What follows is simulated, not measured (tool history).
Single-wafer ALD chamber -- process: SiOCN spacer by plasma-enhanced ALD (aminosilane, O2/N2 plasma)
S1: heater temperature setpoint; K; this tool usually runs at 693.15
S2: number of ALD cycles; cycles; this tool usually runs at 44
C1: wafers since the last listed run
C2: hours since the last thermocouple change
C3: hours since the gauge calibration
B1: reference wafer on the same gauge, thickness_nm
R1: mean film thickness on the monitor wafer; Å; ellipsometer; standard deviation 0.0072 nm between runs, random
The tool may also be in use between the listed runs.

Run 1, hour 0: usual settings but S1 683.15 K; C1 0; C2 2336.1; C3 74.3; B1 3.092. Result: R1 29.56 Å.
Run 2, hour 13: usual settings but S1 683.15 K; C1 87; C2 2349.1; C3 87.3; B1 3.09. Result: R1 29.62 Å.
Run 3, hour 65.5: usual settings; C1 353; C2 2401.6; C3 139.8; B1 3.091. Result: R1 28.81 Å.
Run 4, hour 82.1: usual settings; C1 111; C2 2418.2; C3 156.4; B1 3.088. Result: R1 28.81 Å.
Run 5, hour 115.6: usual settings but S2 51 cycles; C1 225; C2 2451.7; C3 189.9; B1 3.088. Result: R1 33.3 Å.
Run 6, hour 150: usual settings; C1 231; C2 2486.1; C3 224.3; B1 3.09. Result: R1 28.77 Å.
Run 7, hour 179.1: usual settings; C1 196; C2 2515.2; C3 253.4; B1 3.09. Result: R1 28.76 Å.
At hour 242.4: thermocouple changed; heater temperature recalibrated.
Run 8, hour 242.9: usual settings; C1 376; C2 0.5; C3 317.2; B1 3.091. Result: R1 28.8 Å.
Run 9, hour 259.1: usual settings; C1 109; C2 16.7; C3 333.4; B1 3.091. Result: R1 28.77 Å.
Run 10, hour 276.4: usual settings; C1 116; C2 34; C3 350.7; B1 3.092. Result: R1 28.72 Å.
Run 11, hour 292.5: usual settings; C1 108; C2 50.1; C3 366.8; B1 3.089. Result: R1 28.73 Å.
Run 12, hour 327.2: usual settings; C1 233; C2 84.8; C3 401.5; B1 3.092. Result: R1 28.8 Å.
At hour 330.9: gauge calibrated.
Run 13, hour 360.2: usual settings; C1 222; C2 117.8; C3 29.3; B1 3.091. Result: R1 28.8 Å.
Run 14, hour 385.8: usual settings but S1 699.15 K, S2 50 cycles; C1 172; C2 143.4; C3 54.9; B1 3.093. Result: R1 32.35 Å.
Run 15, hour 418.9: usual settings but S1 682.15 K, S2 49 cycles; C1 223; C2 176.5; C3 88; B1 3.09. Result: R1 33.02 Å.
Run 16, hour 438.9: usual settings but S1 699.15 K, S2 40 cycles; C1 134; C2 196.5; C3 108; B1 3.089. Result: R1 25.68 Å.
Run 17, hour 456.3: usual settings; C1 117; C2 213.9; C3 125.4; B1 3.087. Result: R1 28.79 Å.
Run 18, hour 476.5: usual settings but S1 702.15 K, S2 42 cycles; C1 136; C2 234.1; C3 145.6; B1 3.09. Result: R1 26.76 Å.
Run 19, hour 493.8: usual settings but S1 683.15 K, S2 46 cycles; C1 116; C2 251.4; C3 162.9; B1 3.088. Result: R1 30.93 Å.
Run 20, hour 522.8: usual settings but S1 704.15 K, S2 50 cycles; C1 195; C2 280.4; C3 191.9; B1 3.091. Result: R1 31.65 Å.
Run 21, hour 546.8: usual settings but S1 704.15 K, S2 39 cycles; C1 161; C2 304.4; C3 215.9; B1 3.091. Result: R1 24.63 Å.
Run 22, hour 576.6: usual settings but S1 705.15 K, S2 40 cycles; C1 200; C2 334.2; C3 245.7; B1 3.088. Result: R1 25.38 Å.

Alternative continuations, all from the tool just after run 22; predict every row:
Run A, hour 577.1: usual settings but S2 38 cycles; C1 3; C2 334.7; C3 246.2; B1 ?. Result: R1 ?.
Run B, hour 577.1: usual settings but S1 698.15 K, S2 49 cycles; C1 3; C2 334.7; C3 246.2; B1 ?. Result: R1 ?.
Run C, hour 577.1: usual settings but S1 698.15 K; C1 3; C2 334.7; C3 246.2; B1 ?. Result: R1 ?.

run     B1     R1
  A  3.088  24.89
  B  3.088  31.64
  C  3.088  28.41
Take away the tool's hidden state, keep each run's random variation, and the runs would have read:
run     R1
  A  24.89
  B  31.64
  C  28.41
